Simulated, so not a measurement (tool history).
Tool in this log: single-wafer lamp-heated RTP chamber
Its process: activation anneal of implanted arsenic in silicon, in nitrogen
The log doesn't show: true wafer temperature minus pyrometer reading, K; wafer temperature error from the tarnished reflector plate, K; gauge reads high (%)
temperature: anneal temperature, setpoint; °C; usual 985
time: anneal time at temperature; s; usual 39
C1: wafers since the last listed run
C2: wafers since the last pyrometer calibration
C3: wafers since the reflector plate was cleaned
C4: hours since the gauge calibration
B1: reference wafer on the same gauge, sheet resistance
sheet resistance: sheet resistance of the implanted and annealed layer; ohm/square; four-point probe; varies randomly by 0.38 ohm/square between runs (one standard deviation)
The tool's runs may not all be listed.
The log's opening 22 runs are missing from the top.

Run 23, hour 533.1: usual settings but time 47 s; C1 387; C2 1124; C3 5995; C4 111.1; B1 272.88. Result: sheet resistance 255.15 ohm/square.
Run 24, hour 546.5: usual settings but temperature 998 °C, time 61 s; C1 262; C2 1387; C3 6258; C4 124.5; B1 273.02. Result: sheet resistance 252.45 ohm/square.
Run 25, hour 567.9: usual settings but temperature 973 °C, time 22 s; C1 419; C2 1806; C3 6677; C4 145.9; B1 272.84. Result: sheet resistance 258.18 ohm/square.
At hour 586.8: reflector plate cleaned.
Run 26, hour 598.8: usual settings; C1 448; C2 2255; C3 234; C4 176.8; B1 273.04. Result: sheet resistance 255.93 ohm/square.
Run 27, hour 633.9: usual settings but time 51 s; C1 687; C2 2942; C3 922; C4 211.9; B1 273.08. Result: sheet resistance 255.12 ohm/square.
Run 28, hour 665.2: usual settings but temperature 956 °C, time 31 s; C1 613; C2 3556; C3 1535; C4 243.2; B1 272.95. Result: sheet resistance 258.16 ohm/square.
At hour 676.9: pyrometer window cleaned and pyrometer calibrated.
Run 29, hour 689.6: usual settings; C1 321; C2 249; C3 1856; C4 267.6; B1 273.23. Result: sheet resistance 255.46 ohm/square.
Run 30, hour 703.8: usual settings but temperature 963 °C, time 58 s; C1 278; C2 527; C3 2134; C4 281.8; B1 272.87. Result: sheet resistance 255.62 ohm/square.
Run 31, hour 724.0: usual settings but time 32 s; C1 395; C2 923; C3 2530; C4 302.0; B1 272.80. Result: sheet resistance 256.61 ohm/square.
Run 32, hour 759.3: usual settings but temperature 963 °C, time 33 s; C1 691; C2 1614; C3 3222; C4 337.3; B1 273.15. Result: sheet resistance 257.98 ohm/square.
Run 33, hour 835.3: usual settings; C1 1489; C2 3103; C3 4711; C4 413.3; B1 273.29. Result: sheet resistance 256.18 ohm/square.
At hour 850.6: pyrometer window cleaned and pyrometer calibrated.
Run 34, hour 854.8: usual settings but temperature 1005 °C; C1 225; C2 81; C3 4936; C4 432.8; B1 272.99. Result: sheet resistance 253.48 ohm/square.
Run 35, hour 883.2: usual settings; C1 556; C2 637; C3 5493; C4 461.2; B1 272.93. Result: sheet resistance 255.59 ohm/square.
Run 36, hour 901.1: usual settings but temperature 999 °C, time 51 s; C1 350; C2 988; C3 5843; C4 479.1; B1 273.05. Result: sheet resistance 253.09 ohm/square.
Run 37, hour 925.7: usual settings; C1 481; C2 1470; C3 6325; C4 503.7; B1 272.80. Result: sheet resistance 255.08 ohm/square.

Each row is a separate what-if for the run after 37, all from the same tool condition, not one after another. Results?
Run A, hour 926.1: usual settings; C1 7; C2 1478; C3 6333; C4 504.1; B1 ?. Result: sheet resistance ?.
Run B, hour 926.1: usual settings but temperature 966 °C, time 52 s; C1 7; C2 1478; C3 6333; C4 504.1; B1 ?. Result: sheet resistance ?.
Run C, hour 926.1: usual settings but time 23 s; C1 7; C2 1478; C3 6333; C4 504.1; B1 ?. Result: sheet resistance ?.
Run D, hour 926.1: usual settings but temperature 1010 °C, time 60 s; C1 7; C2 1478; C3 6333; C4 504.1; B1 ?. Result: sheet resistance ?.

run      B1  sheet resistance
  A  272.87            256.35
  B  272.87            256.98
  C  272.87            258.32
  D  272.87            251.59
With no hidden state in the tool, these same runs would have given:
run  sheet resistance
  A            256.35
  B            256.98
  C            258.32
  D            251.59
